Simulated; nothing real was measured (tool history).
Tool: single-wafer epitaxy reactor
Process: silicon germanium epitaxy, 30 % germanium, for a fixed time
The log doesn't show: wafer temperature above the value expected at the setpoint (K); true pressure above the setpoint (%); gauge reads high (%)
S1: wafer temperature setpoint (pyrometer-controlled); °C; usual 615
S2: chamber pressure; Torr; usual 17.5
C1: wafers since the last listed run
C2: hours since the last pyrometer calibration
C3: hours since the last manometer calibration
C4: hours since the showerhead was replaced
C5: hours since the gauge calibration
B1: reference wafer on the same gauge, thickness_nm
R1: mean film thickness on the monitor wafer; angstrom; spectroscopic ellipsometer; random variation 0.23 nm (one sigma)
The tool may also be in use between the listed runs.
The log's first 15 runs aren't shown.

| run | hour | S1 | S2 | C1 | C2 | C3 | C4 | C5 | B1 | R1 |
|---|---|---|---|---|---|---|---|---|---|---|
| 16 | 833.2 | 615 | 17.5 | 570 | 2382.7 | 41.8 | 3748.5 | 681.7 | 82.025 | 705.83 |
| 17 | 860.5 | 615 | 17.5 | 515 | 2410 | 69.1 | 3775.8 | 709 | 82.004 | 700.47 |
| 18 | 915.3 | 606 | 13.8 | 1035 | 2464.8 | 123.9 | 3830.6 | 763.8 | 81.998 | 537.4 |
| 19 | 970.6 | 606 | 14.8 | 1044 | 2520.1 | 179.2 | 3885.9 | 819.1 | 82.031 | 548.99 |
| 20 | 1014.8 | 602 | 21.8 | 834 | 2564.3 | 223.4 | 3930.1 | 863.3 | 81.96 | 580.13 |
| 21 | 1086.8 | 609 | 14.8 | 1359 | 2636.3 | 295.4 | 4002.1 | 935.3 | 82.128 | 584.3 |
|  | 1104.1 | pyrometer calibrated |
| 22 | 1152.2 | 601 | 17.5 | 1084 | 48.1 | 360.8 | 4067.5 | 1000.7 | 82.025 | 562.84 |
|  | 1193.1 | gauge calibrated |
| 23 | 1216.9 | 615 | 17.5 | 1221 | 112.8 | 425.5 | 4132.2 | 23.8 | 82.022 | 746.66 |
| 24 | 1286.5 | 615 | 17.5 | 1314 | 182.4 | 495.1 | 4201.8 | 93.4 | 81.964 | 743.14 |
|  | 1305.4 | showerhead replaced |
| 25 | 1343.9 | 615 | 17.5 | 933 | 239.8 | 552.5 | 38.5 | 150.8 | 81.872 | 744.7 |
| 26 | 1369.5 | 602 | 18.7 | 483 | 265.4 | 578.1 | 64.1 | 176.4 | 82.096 | 582.33 |
| 27 | 1415.6 | 623 | 15.5 | 870 | 311.5 | 624.2 | 110.2 | 222.5 | 81.92 | 837.1 |
| 28 | 1462.3 | 605 | 14.8 | 882 | 358.2 | 670.9 | 156.9 | 269.2 | 82.042 | 570.07 |
| 29 | 1511 | 615 | 17.5 | 919 | 406.9 | 719.6 | 205.6 | 317.9 | 82.015 | 743.22 |
| 30 | 1560 | 615 | 17.5 | 925 | 455.9 | 768.6 | 254.6 | 366.9 | 81.909 | 738.72 |
| 31 | 1608.6 | 615 | 19.9 | 917 | 504.5 | 817.2 | 303.2 | 415.5 | 81.949 | 771.76 |
| 32 | 1670.9 | 628 | 21.3 | 1176 | 566.8 | 879.5 | 365.5 | 477.8 | 82.007 | 1033.19 |

Forecast each of these 4 alternatives for the next run:
| A | 1671.3 | 615 | 17.5 | 7 | 567.2 | 879.9 | 365.9 | 478.2 | ? | ? |
| B | 1671.3 | 611 | 17.5 | 7 | 567.2 | 879.9 | 365.9 | 478.2 | ? | ? |
| C | 1671.3 | 606 | 17.5 | 7 | 567.2 | 879.9 | 365.9 | 478.2 | ? | ? |
| D | 1671.3 | 624 | 20.7 | 7 | 567.2 | 879.9 | 365.9 | 478.2 | ? | ? |

| run | B1 | R1 |
|---|---|---|
| A | 81.999 | 738.06 |
| B | 81.999 | 680.63 |
| C | 81.999 | 614.36 |
| D | 81.999 | 937.09 |
Without the tool's hidden state the same runs would have given:
| run | R1 |
|---|---|
| A | 741.26 |
| B | 683.64 |
| C | 617.14 |
| D | 940.98 |
